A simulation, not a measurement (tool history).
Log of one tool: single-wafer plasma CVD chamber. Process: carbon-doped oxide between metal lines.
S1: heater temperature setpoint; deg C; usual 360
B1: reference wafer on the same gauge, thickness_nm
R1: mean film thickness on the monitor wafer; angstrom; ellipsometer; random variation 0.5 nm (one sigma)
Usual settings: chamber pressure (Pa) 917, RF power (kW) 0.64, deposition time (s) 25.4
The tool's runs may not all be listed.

run 1 hour=0 | S1=360 chamber_pressure_(Pa)=917 RF_power_(kW)=0.64 deposition_time_(s)=25.4 | B1=134.969 | R1=1599.27
run 2 hour=106.2 | S1=360 chamber_pressure_(Pa)=917 RF_power_(kW)=0.64 deposition_time_(s)=25.4 | B1=134.804 | R1=1591.33
run 3 hour=196.2 | S1=360 chamber_pressure_(Pa)=917 RF_power_(kW)=0.64 deposition_time_(s)=25.4 | B1=135.013 | R1=1582.79
-- hour=227.5 thermocouple changed; heater temperature recalibrated
run 4 hour=257.1 | S1=360 chamber_pressure_(Pa)=917 RF_power_(kW)=0.64 deposition_time_(s)=25.4 | B1=135.03 | R1=1596.38
run 5 hour=307.3 | S1=360 chamber_pressure_(Pa)=917 RF_power_(kW)=0.64 deposition_time_(s)=25.4 | B1=134.928 | R1=1587.51
run 6 hour=402.9 | S1=360 chamber_pressure_(Pa)=917 RF_power_(kW)=0.64 deposition_time_(s)=25.4 | B1=135.033 | R1=1576.01
run 7 hour=486.3 | S1=360 chamber_pressure_(Pa)=917 RF_power_(kW)=0.64 deposition_time_(s)=25.4 | B1=135.089 | R1=1575.4
run 8 hour=550.2 | S1=360 chamber_pressure_(Pa)=917 RF_power_(kW)=0.575 deposition_time_(s)=25.4 | B1=134.935 | R1=1506.38
run 9 hour=604.7 | S1=360 chamber_pressure_(Pa)=917 RF_power_(kW)=0.575 deposition_time_(s)=25.4 | B1=135.102 | R1=1500.84
-- hour=770.1 capacitance manometer re-zeroed and calibrated
run 10 hour=873.4 | S1=360 chamber_pressure_(Pa)=917 RF_power_(kW)=0.575 deposition_time_(s)=25.4 | B1=135.087 | R1=1483.84
run 11 hour=952.2 | S1=360 chamber_pressure_(Pa)=917 RF_power_(kW)=0.64 deposition_time_(s)=25.4 | B1=135.068 | R1=1545.77
run 12 hour=1054.2 | S1=360 chamber_pressure_(Pa)=917 RF_power_(kW)=0.64 deposition_time_(s)=25.4 | B1=134.945 | R1=1544.59
-- hour=1073.8 RF generator calibrated
-- hour=1144.5 thermocouple changed; heater temperature recalibrated
run 13 hour=1147.7 | S1=360 chamber_pressure_(Pa)=917 RF_power_(kW)=0.58 deposition_time_(s)=25.4 | B1=135.155 | R1=1546.65
run 14 hour=1390.9 | S1=360 chamber_pressure_(Pa)=917 RF_power_(kW)=0.64 deposition_time_(s)=22.1 | B1=135.099 | R1=1368.7
-- hour=1431 gauge calibrated
run 15 hour=1468.8 | S1=360 chamber_pressure_(Pa)=917 RF_power_(kW)=0.74 deposition_time_(s)=25.4 | B1=134.945 | R1=1667.25
-- hour=1563.7 showerhead replaced
run 16 hour=1564.2 | S1=349 chamber_pressure_(Pa)=1011 RF_power_(kW)=0.64 deposition_time_(s)=25.4 | B1=135.054 | R1=1628.63
run 17 hour=1619.1 | S1=360 chamber_pressure_(Pa)=917 RF_power_(kW)=0.575 deposition_time_(s)=25.4 | B1=135.036 | R1=1496.67
run 18 hour=1701.2 | S1=360 chamber_pressure_(Pa)=981 RF_power_(kW)=0.565 deposition_time_(s)=25.4 | B1=135.061 | R1=1490.5
run 19 hour=1748.1 | S1=360 chamber_pressure_(Pa)=855 RF_power_(kW)=0.64 deposition_time_(s)=22.2 | B1=134.909 | R1=1355.38
run 20 hour=1789.5 | S1=360 chamber_pressure_(Pa)=917 RF_power_(kW)=0.64 deposition_time_(s)=25.4 | B1=134.938 | R1=1558.3
run 21 hour=1865.2 | S1=360 chamber_pressure_(Pa)=917 RF_power_(kW)=0.64 deposition_time_(s)=25.4 | B1=134.981 | R1=1555.42
run 22 hour=1924 | S1=360 chamber_pressure_(Pa)=729 RF_power_(kW)=0.765 deposition_time_(s)=25.4 | B1=134.938 | R1=1613.94
run 23 hour=1970 | S1=360 chamber_pressure_(Pa)=917 RF_power_(kW)=0.64 deposition_time_(s)=22 | B1=135.17 | R1=1348.6
run 24 hour=2023.7 | S1=360 chamber_pressure_(Pa)=917 RF_power_(kW)=0.64 deposition_time_(s)=25.4 | B1=135.193 | R1=1547.54
-- hour=2085.3 thermocouple changed; heater temperature recalibrated
run 25 hour=2199.7 | S1=345 chamber_pressure_(Pa)=917 RF_power_(kW)=0.64 deposition_time_(s)=30.3 | B1=135.01 | R1=1940.76

The next listed run, before its measurement:
run 26 hour=2267 | S1=353 chamber_pressure_(Pa)=715 RF_power_(kW)=0.575 deposition_time_(s)=29.4 | B1=? | R1=?

Run 26 gave B1 135.081, R1 1710.21 angstrom.
Without the tool's hidden state the same run would have given R1 1799.79 angstrom.
